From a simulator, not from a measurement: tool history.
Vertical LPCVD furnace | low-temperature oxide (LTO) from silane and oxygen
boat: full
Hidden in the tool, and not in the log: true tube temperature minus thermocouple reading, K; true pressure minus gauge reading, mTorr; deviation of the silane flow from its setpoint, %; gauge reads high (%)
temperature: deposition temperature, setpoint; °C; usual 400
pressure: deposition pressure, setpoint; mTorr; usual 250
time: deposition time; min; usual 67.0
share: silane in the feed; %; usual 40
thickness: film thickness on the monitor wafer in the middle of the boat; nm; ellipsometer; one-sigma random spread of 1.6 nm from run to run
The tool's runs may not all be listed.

run,day,temperature,pressure,time,share,wafers since the last listed run,hours since the last temperature calibration,hours since the pressure gauge was zeroed,hours since the silane flow controller was replaced,hours since the gauge calibration,"read-back reference wafer on the same gauge, thickness",thickness
1,0.000,400,235,67.0,40,0,4666.4,4523.1,2497.9,275.6,605.22,668.67
2,0.538,400,235,67.0,40,110,4679.3,4536.0,2510.8,288.5,604.56,668.82
3,1.871,400,210,67.0,40,273,4711.3,4568.0,2542.8,320.5,604.98,598.11
4,3.188,400,210,67.0,40,269,4742.9,4599.6,2574.4,352.1,605.28,597.07
5,4.462,400,210,67.0,40,261,4773.5,4630.2,2605.0,382.7,605.19,595.35
6,5.338,400,250,67.0,40,179,4794.5,4651.2,2626.0,403.7,605.31,711.89
7,6.683,400,250,67.0,40,275,4826.8,4683.5,2658.3,436.0,605.23,708.49
8,7.633,394,250,67.0,40,194,4849.6,4706.3,2681.1,458.8,604.64,663.53
9,8.804,400,250,67.0,40,239,4877.7,4734.4,2709.2,486.9,604.59,712.01
10,10.000,400,250,67.0,40,244,4906.4,4763.1,2737.9,515.6,604.99,710.43
11,10.892,400,250,67.0,40,182,4927.8,4784.5,2759.3,537.0,604.56,714.25
12,11.617,400,250,67.0,40,148,4945.2,4801.9,2776.7,554.4,605.79,711.20
13,12.471,400,250,67.0,40,174,4965.7,4822.4,2797.2,574.9,604.86,711.71
# day 14.825: silane flow controller replaced
14,14.846,400,215,67.0,40,281,5022.7,4879.4,0.5,631.9,604.82,612.94
# day 16.179: pressure gauge zeroed
15,16.200,400,275,67.0,40,72,5055.2,0.5,33.0,664.4,605.48,781.93
16,16.421,400,280,80.5,44,45,5060.5,5.8,38.3,669.7,605.12,1064.04
17,16.742,400,250,67.0,40,65,5068.2,13.5,46.0,677.4,604.82,710.77
18,17.688,400,195,67.0,34,193,5090.9,36.2,68.7,700.1,605.25,450.17
19,18.450,400,285,67.0,40,156,5109.2,54.5,87.0,718.4,605.26,809.90
20,19.912,400,270,49.5,40,299,5144.3,89.6,122.1,753.5,605.79,568.95
21,21.379,400,300,67.0,44,300,5179.5,124.8,157.3,788.7,604.54,948.62
22,22.567,400,210,67.0,40,243,5208.0,153.3,185.8,817.2,604.93,598.48
# day 23.671: gauge calibrated
# day 23.750: thermocouples replaced and temperature profile calibrated
23,23.771,400,250,67.0,40,41,0.5,182.2,214.7,2.4,604.69,714.93
24,24.458,400,250,67.0,40,140,17.0,198.7,231.2,18.9,604.94,713.17
25,25.250,400,250,67.0,40,162,36.0,217.7,250.2,37.9,604.79,708.70
26,26.275,400,250,80.0,40,209,60.6,242.3,274.8,62.5,604.96,848.35
27,27.079,411,250,56.5,40,164,79.9,261.6,294.1,81.8,605.24,676.10
28,27.696,408,250,83.5,37,126,94.7,276.4,308.9,96.6,604.77,879.67
29,28.700,409,250,41.0,34,205,118.8,300.5,333.0,120.7,605.25,389.79
30,30.188,396,280,79.5,44,304,154.5,336.2,368.7,156.4,604.89,1009.65

Hidden condition of the tool, last listed run before each entry between runs versus first listed run after:
In the gap between runs 13 and 14: silane flow controller replaced (day 14.825)
  nothing in the hidden state changes from one run to the other
In the gap between runs 14 and 15: pressure gauge zeroed (day 16.179)
  nothing in the hidden state changes from one run to the other
In the gap between runs 22 and 23: gauge calibrated (day 23.671); thermocouples replaced and temperature profile calibrated (day 23.750)
  nothing in the hidden state changes from one run to the other

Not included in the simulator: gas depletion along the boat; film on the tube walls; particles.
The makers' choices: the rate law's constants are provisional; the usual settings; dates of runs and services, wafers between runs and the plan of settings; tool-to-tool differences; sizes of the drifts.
